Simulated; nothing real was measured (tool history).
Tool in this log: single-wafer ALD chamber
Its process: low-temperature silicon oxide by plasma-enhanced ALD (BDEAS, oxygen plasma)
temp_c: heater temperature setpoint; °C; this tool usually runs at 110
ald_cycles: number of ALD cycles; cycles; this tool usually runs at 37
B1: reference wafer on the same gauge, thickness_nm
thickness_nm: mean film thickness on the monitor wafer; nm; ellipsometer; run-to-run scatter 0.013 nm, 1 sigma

run 1 hour=0.0 | temp_c=103 ald_cycles=37 | B1=4.894 | thickness_nm=5.199
run 2 hour=26.8 | temp_c=110 ald_cycles=37 | B1=4.894 | thickness_nm=5.098
run 3 hour=51.9 | temp_c=110 ald_cycles=37 | B1=4.893 | thickness_nm=5.088
run 4 hour=85.0 | temp_c=110 ald_cycles=37 | B1=4.884 | thickness_nm=5.100
run 5 hour=107.0 | temp_c=110 ald_cycles=37 | B1=4.886 | thickness_nm=5.096
run 6 hour=120.1 | temp_c=110 ald_cycles=37 | B1=4.883 | thickness_nm=5.126
run 7 hour=133.1 | temp_c=110 ald_cycles=42 | B1=4.886 | thickness_nm=5.785
run 8 hour=162.3 | temp_c=119 ald_cycles=37 | B1=4.879 | thickness_nm=5.032
run 9 hour=253.8 | temp_c=110 ald_cycles=37 | B1=4.876 | thickness_nm=5.086
run 10 hour=288.3 | temp_c=110 ald_cycles=37 | B1=4.877 | thickness_nm=5.085
run 11 hour=319.9 | temp_c=110 ald_cycles=34 | B1=4.875 | thickness_nm=4.684
run 12 hour=343.7 | temp_c=110 ald_cycles=34 | B1=4.875 | thickness_nm=4.673
run 13 hour=361.5 | temp_c=118 ald_cycles=35 | B1=4.874 | thickness_nm=4.751
run 14 hour=377.8 | temp_c=110 ald_cycles=37 | B1=4.870 | thickness_nm=5.086
run 15 hour=395.6 | temp_c=110 ald_cycles=37 | B1=4.872 | thickness_nm=5.078
run 16 hour=424.7 | temp_c=110 ald_cycles=37 | B1=4.868 | thickness_nm=5.068
run 17 hour=452.2 | temp_c=110 ald_cycles=40 | B1=4.871 | thickness_nm=5.493
run 18 hour=472.0 | temp_c=101 ald_cycles=42 | B1=4.871 | thickness_nm=5.860
run 19 hour=485.7 | temp_c=110 ald_cycles=37 | B1=4.869 | thickness_nm=5.092
run 20 hour=506.3 | temp_c=110 ald_cycles=33 | B1=4.871 | thickness_nm=4.520
run 21 hour=535.7 | temp_c=110 ald_cycles=33 | B1=4.873 | thickness_nm=4.541
-- hour=570.7 gauge calibrated
run 22 hour=571.0 | temp_c=125 ald_cycles=40 | B1=4.930 | thickness_nm=5.424
run 23 hour=624.0 | temp_c=97 ald_cycles=32 | B1=4.915 | thickness_nm=4.543
run 24 hour=655.5 | temp_c=117 ald_cycles=31 | B1=4.909 | thickness_nm=4.262
run 25 hour=682.5 | temp_c=110 ald_cycles=32 | B1=4.903 | thickness_nm=4.407
-- hour=697.1 thermocouple changed; heater temperature recalibrated
run 26 hour=697.6 | temp_c=122 ald_cycles=37 | B1=4.901 | thickness_nm=5.021
run 27 hour=724.3 | temp_c=125 ald_cycles=37 | B1=4.898 | thickness_nm=4.978
run 28 hour=740.7 | temp_c=110 ald_cycles=39 | B1=4.895 | thickness_nm=5.406
run 29 hour=772.2 | temp_c=114 ald_cycles=31 | B1=4.892 | thickness_nm=4.250
run 30 hour=797.3 | temp_c=98 ald_cycles=37 | B1=4.886 | thickness_nm=5.220
run 31 hour=822.2 | temp_c=110 ald_cycles=34 | B1=4.884 | thickness_nm=4.702
run 32 hour=848.0 | temp_c=106 ald_cycles=42 | B1=4.881 | thickness_nm=5.835
run 33 hour=875.2 | temp_c=105 ald_cycles=30 | B1=4.881 | thickness_nm=4.178
run 34 hour=896.7 | temp_c=122 ald_cycles=43 | B1=4.874 | thickness_nm=5.805
run 35 hour=911.8 | temp_c=118 ald_cycles=37 | B1=4.877 | thickness_nm=5.024
run 36 hour=942.6 | temp_c=121 ald_cycles=32 | B1=4.876 | thickness_nm=4.319
run 37 hour=962.5 | temp_c=100 ald_cycles=35 | B1=4.873 | thickness_nm=4.897
run 38 hour=980.2 | temp_c=123 ald_cycles=42 | B1=4.871 | thickness_nm=5.667
run 39 hour=999.7 | temp_c=110 ald_cycles=37 | B1=4.871 | thickness_nm=5.100
run 40 hour=1023.1 | temp_c=114 ald_cycles=33 | B1=4.871 | thickness_nm=4.499
run 41 hour=1039.6 | temp_c=110 ald_cycles=37 | B1=4.867 | thickness_nm=5.092
run 42 hour=1069.2 | temp_c=110 ald_cycles=37 | B1=4.869 | thickness_nm=5.070
run 43 hour=1084.5 | temp_c=110 ald_cycles=30 | B1=4.869 | thickness_nm=4.125

For each run, what was the tool's unlogged condition?
wafer temperature above the value expected at the setpoint (K): 0 in every run
H1: gauge reads high (%)
run=1 H1=-0.699
run=2 H1=-0.761
run=3 H1=-0.813
run=4 H1=-0.874
run=5 H1=-0.911
run=6 H1=-0.931
run=7 H1=-0.95
run=8 H1=-0.989
run=9 H1=-1.08
run=10 H1=-1.11
run=11 H1=-1.13
run=12 H1=-1.15
run=13 H1=-1.16
run=14 H1=-1.17
run=15 H1=-1.18
run=16 H1=-1.19
run=17 H1=-1.2
run=18 H1=-1.21
run=19 H1=-1.21
run=20 H1=-1.22
run=21 H1=-1.23
run=22 H1=0.0167
run=23 H1=-0.272
run=24 H1=-0.415
run=25 H1=-0.524
run=26 H1=-0.58
run=27 H1=-0.671
run=28 H1=-0.722
run=29 H1=-0.811
run=30 H1=-0.874
run=31 H1=-0.93
run=32 H1=-0.983
run=33 H1=-1.03
run=34 H1=-1.07
run=35 H1=-1.09
run=36 H1=-1.13
run=37 H1=-1.16
run=38 H1=-1.18
run=39 H1=-1.2
run=40 H1=-1.22
run=41 H1=-1.24
run=42 H1=-1.26
run=43 H1=-1.27
